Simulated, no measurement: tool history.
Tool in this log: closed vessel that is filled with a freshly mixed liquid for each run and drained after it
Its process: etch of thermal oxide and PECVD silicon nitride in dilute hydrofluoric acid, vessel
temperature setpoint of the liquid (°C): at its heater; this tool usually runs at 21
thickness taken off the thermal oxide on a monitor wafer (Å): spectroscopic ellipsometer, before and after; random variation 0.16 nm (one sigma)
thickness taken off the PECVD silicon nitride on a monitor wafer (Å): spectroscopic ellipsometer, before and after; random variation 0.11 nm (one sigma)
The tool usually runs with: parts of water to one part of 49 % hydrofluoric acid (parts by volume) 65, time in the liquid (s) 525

run	hour	temperature setpoint of the liquid (°C)	parts of water to one part of 49 % hydrofluoric acid (parts by volume)	time in the liquid (s)	read-back film thickness of the thermal oxide reference wafer, read on the same gauge (nm)	read-back film thickness of the PECVD silicon nitride reference wafer, read on the same gauge (nm)	thickness taken off the thermal oxide on a monitor wafer (Å)	thickness taken off the PECVD silicon nitride on a monitor wafer (Å)
1	0	21	80	645	99.98	139.99	361.5	188.1
2	11.8	21	80	645	100	140.04	362.4	189.4
3	22.6	17	65	525	99.98	140.03	313.6	144.4
4	33.5	21	65	525	99.95	139.98	368.8	187.4
5	46.1	21	65	525	99.99	140.01	372.3	188
6	53.2	24	35	770	99.97	139.99	1195.5	623.3
7	60.7	25.5	95	325	99.98	140.02	181.5	108.5
8	77.5	21	65	755	99.99	139.99	532.8	269.4
9	85.7	24.5	50	630	99.97	140	683.6	375.3
# hour 94.3: hydrofluoric acid flow meter replaced
10	100.4	24.5	90	525	100.01	140.03	300.2	173.3
11	109.1	21	65	525	100.03	140.01	372.5	190
12	115.3	18.5	55	725	100.02	139.99	553.9	259.8
13	128.5	24.5	50	805	99.97	139.97	874.5	477.1
# hour 163.1: gauge calibrated
# hour 174: thermometer replaced
14	177.7	21	65	310	100.01	140.01	213.5	106.4
15	194.8	17	65	380	100.02	139.99	222.4	100.2
16	207.3	17.5	65	705	100.06	139.99	419.7	191.2
17	216.7	19	80	525	100.02	139.98	267	129.8
18	226.3	25.5	50	825	99.98	140	904	504.1
19	234.2	21	65	525	100.01	140.03	360.4	182.4
20	250	21	65	765	99.99	140.04	529.4	265.3
21	260.9	17.5	80	525	99.98	140	250.7	118.8
22	278.2	21	65	525	99.95	139.97	365.8	183.8
23	289.1	24	40	365	100.03	139.96	476	252.9
24	296.5	21	65	525	100.01	140	365.1	184.7
25	310	17.5	65	525	99.99	140.02	314.9	144.1

5 ways to go on from here, each from the tool as it stands after run 25. What would each give?
A	310.8	21	65	525	?	?	?	?
B	310.8	25	65	525	?	?	?	?
C	310.8	17	65	355	?	?	?	?
D	310.8	18.5	75	725	?	?	?	?
E	310.8	21	65	235	?	?	?	?

run	read-back film thickness of the thermal oxide reference wafer, read on the same gauge (nm)	read-back film thickness of the PECVD silicon nitride reference wafer, read on the same gauge (nm)	thickness taken off the thermal oxide on a monitor wafer (Å)	thickness taken off the PECVD silicon nitride on a monitor wafer (Å)
A	100.03	139.98	365.6	184.8
B	100.03	139.98	430.7	242
C	100.03	139.98	208.7	94.6
D	100.03	139.98	389.5	186.8
E	100.03	139.98	163.7	82.7
With the hidden condition removed and each run's random variation left untouched, the same runs would have given:
run	thickness taken off the thermal oxide on a monitor wafer (Å)	thickness taken off the PECVD silicon nitride on a monitor wafer (Å)
A	362.6	182.3
B	427.2	238.8
C	207	93.3
D	386.2	184.2
E	162.3	81.6
